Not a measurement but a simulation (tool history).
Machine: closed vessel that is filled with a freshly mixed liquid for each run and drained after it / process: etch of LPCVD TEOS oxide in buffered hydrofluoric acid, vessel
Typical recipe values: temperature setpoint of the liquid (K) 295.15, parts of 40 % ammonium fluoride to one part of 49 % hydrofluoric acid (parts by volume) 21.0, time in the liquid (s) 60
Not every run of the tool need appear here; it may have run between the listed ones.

| run | day | temperature setpoint of the liquid (K) | parts of 40 % ammonium fluoride to one part of 49 % hydrofluoric acid (parts by volume) | time in the liquid (s) | wafers since the last listed run | hours since the thermometer was replaced | hours since the hydrofluoric acid flow meter was replaced | hours since the gauge calibration | read-back film thickness of the LPCVD TEOS oxide reference wafer, read on the same gauge (nm) | thickness taken off the LPCVD TEOS oxide on a monitor wafer (Å) |
|---|---|---|---|---|---|---|---|---|---|---|
| 1 | 0.000 | 295.15 | 21.0 | 60 | 0 | 36.1 | 531.5 | 297.0 | 140.01 | 523.7 |
| 2 | 4.142 | 295.15 | 21.0 | 60 | 9941 | 135.5 | 630.9 | 396.4 | 140.01 | 525.2 |
| 3 | 6.104 | 295.15 | 21.0 | 60 | 4710 | 182.6 | 678.0 | 443.5 | 139.97 | 526.4 |
| 4 | 10.346 | 295.15 | 21.0 | 60 | 10181 | 284.4 | 779.8 | 545.3 | 140.00 | 526.4 |
| 5 | 14.762 | 295.15 | 21.0 | 60 | 10602 | 390.4 | 885.8 | 651.3 | 140.01 | 525.6 |
|  | 15.262 | hydrofluoric acid flow meter replaced |
| 6 | 19.150 | 295.15 | 21.0 | 60 | 10432 | 495.7 | 93.3 | 756.6 | 139.98 | 524.1 |
| 7 | 21.708 | 295.15 | 21.0 | 60 | 6141 | 557.1 | 154.7 | 818.0 | 140.02 | 526.0 |
| 8 | 24.867 | 295.15 | 21.0 | 60 | 7581 | 632.9 | 230.5 | 893.8 | 140.00 | 510.2 |
| 9 | 27.717 | 295.15 | 21.0 | 60 | 6841 | 701.3 | 298.9 | 962.2 | 140.01 | 515.8 |
| 10 | 30.383 | 295.15 | 21.0 | 60 | 6401 | 765.3 | 362.9 | 1026.2 | 139.97 | 526.1 |
| 11 | 32.433 | 295.15 | 21.0 | 60 | 4920 | 814.5 | 412.1 | 1075.4 | 140.03 | 527.2 |
| 12 | 34.712 | 295.15 | 21.0 | 60 | 5471 | 869.2 | 466.8 | 1130.1 | 140.02 | 521.1 |
|  | 35.950 | thermometer replaced |
| 13 | 38.633 | 293.15 | 29.0 | 30 | 9311 | 64.4 | 560.9 | 1224.2 | 140.00 | 187.5 |
| 14 | 41.062 | 291.15 | 21.0 | 40 | 5831 | 122.7 | 619.2 | 1282.5 | 139.99 | 278.9 |
| 15 | 45.046 | 293.15 | 29.0 | 30 | 9561 | 218.3 | 714.8 | 1378.1 | 139.99 | 188.8 |
| 16 | 49.488 | 295.15 | 21.0 | 60 | 10662 | 324.9 | 821.4 | 1484.7 | 140.03 | 528.2 |
| 17 | 52.862 | 295.15 | 14.5 | 80 | 8101 | 405.9 | 902.4 | 1565.7 | 139.98 | 993.1 |
| 18 | 55.021 | 295.15 | 21.0 | 60 | 5180 | 457.7 | 954.2 | 1617.5 | 140.01 | 524.3 |

Expected results for the next run?
|  | 61.217 | gauge calibrated |
|  | 62.679 | hydrofluoric acid flow meter replaced |
| 19 | 63.288 | 295.15 | 26.0 | 60 | 19743 | 656.1 | 14.6 | 49.7 | ? | ? |

For run 19 the tool returned read-back film thickness of the LPCVD TEOS oxide reference wafer, read on the same gauge (nm) 139.98, thickness taken off the LPCVD TEOS oxide on a monitor wafer (Å) 449.1.
If the tool had no hidden condition, the same run with the same run-to-run variation would have returned thickness taken off the LPCVD TEOS oxide on a monitor wafer (Å) 449.1.
